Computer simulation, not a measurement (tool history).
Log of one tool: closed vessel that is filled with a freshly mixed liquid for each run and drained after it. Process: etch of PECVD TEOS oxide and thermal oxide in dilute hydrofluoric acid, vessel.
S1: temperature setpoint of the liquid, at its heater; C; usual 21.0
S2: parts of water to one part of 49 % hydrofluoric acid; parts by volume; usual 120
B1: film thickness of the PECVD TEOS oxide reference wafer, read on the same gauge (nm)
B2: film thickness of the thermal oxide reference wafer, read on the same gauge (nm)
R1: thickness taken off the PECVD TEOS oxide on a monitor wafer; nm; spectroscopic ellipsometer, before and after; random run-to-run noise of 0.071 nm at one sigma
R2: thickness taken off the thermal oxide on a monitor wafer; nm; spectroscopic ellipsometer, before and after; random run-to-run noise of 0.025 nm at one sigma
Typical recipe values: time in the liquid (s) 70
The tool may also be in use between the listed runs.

run 1 hour=0.0 | S1=21.0 S2=120 time_in_the_liquid_(s)=70 | B1=60.00 B2=100.028 | R1=13.07 R2=2.502
run 2 hour=27.4 | S1=21.0 S2=120 time_in_the_liquid_(s)=70 | B1=60.06 B2=99.994 | R1=13.20 R2=2.435
-- hour=38.4 hydrofluoric acid flow meter replaced
run 3 hour=52.1 | S1=21.0 S2=120 time_in_the_liquid_(s)=70 | B1=59.98 B2=100.011 | R1=12.76 R2=2.435
run 4 hour=80.1 | S1=21.0 S2=120 time_in_the_liquid_(s)=70 | B1=60.05 B2=100.002 | R1=12.65 R2=2.364
run 5 hour=101.0 | S1=21.0 S2=120 time_in_the_liquid_(s)=70 | B1=60.02 B2=99.996 | R1=12.61 R2=2.378
run 6 hour=119.8 | S1=26.0 S2=150 time_in_the_liquid_(s)=100 | B1=60.01 B2=100.022 | R1=17.06 R2=3.234
run 7 hour=134.8 | S1=21.0 S2=120 time_in_the_liquid_(s)=55 | B1=59.99 B2=99.999 | R1=9.94 R2=1.898
run 8 hour=169.3 | S1=26.0 S2=160 time_in_the_liquid_(s)=55 | B1=60.01 B2=99.993 | R1=8.78 R2=1.654
run 9 hour=202.9 | S1=21.0 S2=120 time_in_the_liquid_(s)=70 | B1=60.01 B2=100.007 | R1=12.64 R2=2.374
run 10 hour=236.5 | S1=24.5 S2=90 time_in_the_liquid_(s)=50 | B1=60.02 B2=99.978 | R1=14.32 R2=2.718
run 11 hour=250.1 | S1=21.0 S2=155 time_in_the_liquid_(s)=70 | B1=60.03 B2=99.996 | R1=9.36 R2=1.743
run 12 hour=269.0 | S1=18.5 S2=155 time_in_the_liquid_(s)=70 | B1=60.05 B2=99.983 | R1=8.57 R2=1.593
run 13 hour=303.0 | S1=21.0 S2=175 time_in_the_liquid_(s)=70 | B1=59.97 B2=100.000 | R1=8.23 R2=1.508
-- hour=307.4 thermometer replaced
run 14 hour=322.8 | S1=21.0 S2=120 time_in_the_liquid_(s)=70 | B1=59.98 B2=100.003 | R1=13.46 R2=2.574
run 15 hour=336.9 | S1=17.0 S2=75 time_in_the_liquid_(s)=50 | B1=60.03 B2=100.001 | R1=13.74 R2=2.604
run 16 hour=357.7 | S1=21.0 S2=120 time_in_the_liquid_(s)=70 | B1=60.03 B2=99.972 | R1=13.55 R2=2.557
run 17 hour=370.2 | S1=18.5 S2=70 time_in_the_liquid_(s)=70 | B1=59.98 B2=100.010 | R1=22.03 R2=4.255
run 18 hour=383.1 | S1=18.5 S2=135 time_in_the_liquid_(s)=70 | B1=60.04 B2=99.984 | R1=10.60 R2=2.040
run 19 hour=424.5 | S1=23.0 S2=65 time_in_the_liquid_(s)=90 | B1=59.98 B2=100.005 | R1=37.18 R2=7.108
run 20 hour=441.3 | S1=23.5 S2=120 time_in_the_liquid_(s)=70 | B1=60.01 B2=99.975 | R1=15.01 R2=2.811
run 21 hour=472.7 | S1=17.0 S2=120 time_in_the_liquid_(s)=70 | B1=60.00 B2=100.000 | R1=11.53 R2=2.179
run 22 hour=487.5 | S1=21.0 S2=120 time_in_the_liquid_(s)=70 | B1=60.01 B2=99.988 | R1=13.55 R2=2.547

The next listed run, before its measurement:
run 23 hour=511.9 | S1=18.5 S2=150 time_in_the_liquid_(s)=55 | B1=? B2=? | R1=? R2=?

Run 23 produced B1 60.02, B2 99.982, R1 7.41 nm, R2 1.394 nm.
With no hidden state in the tool, this same run would have given R1 7.45 nm, R2 1.401 nm.
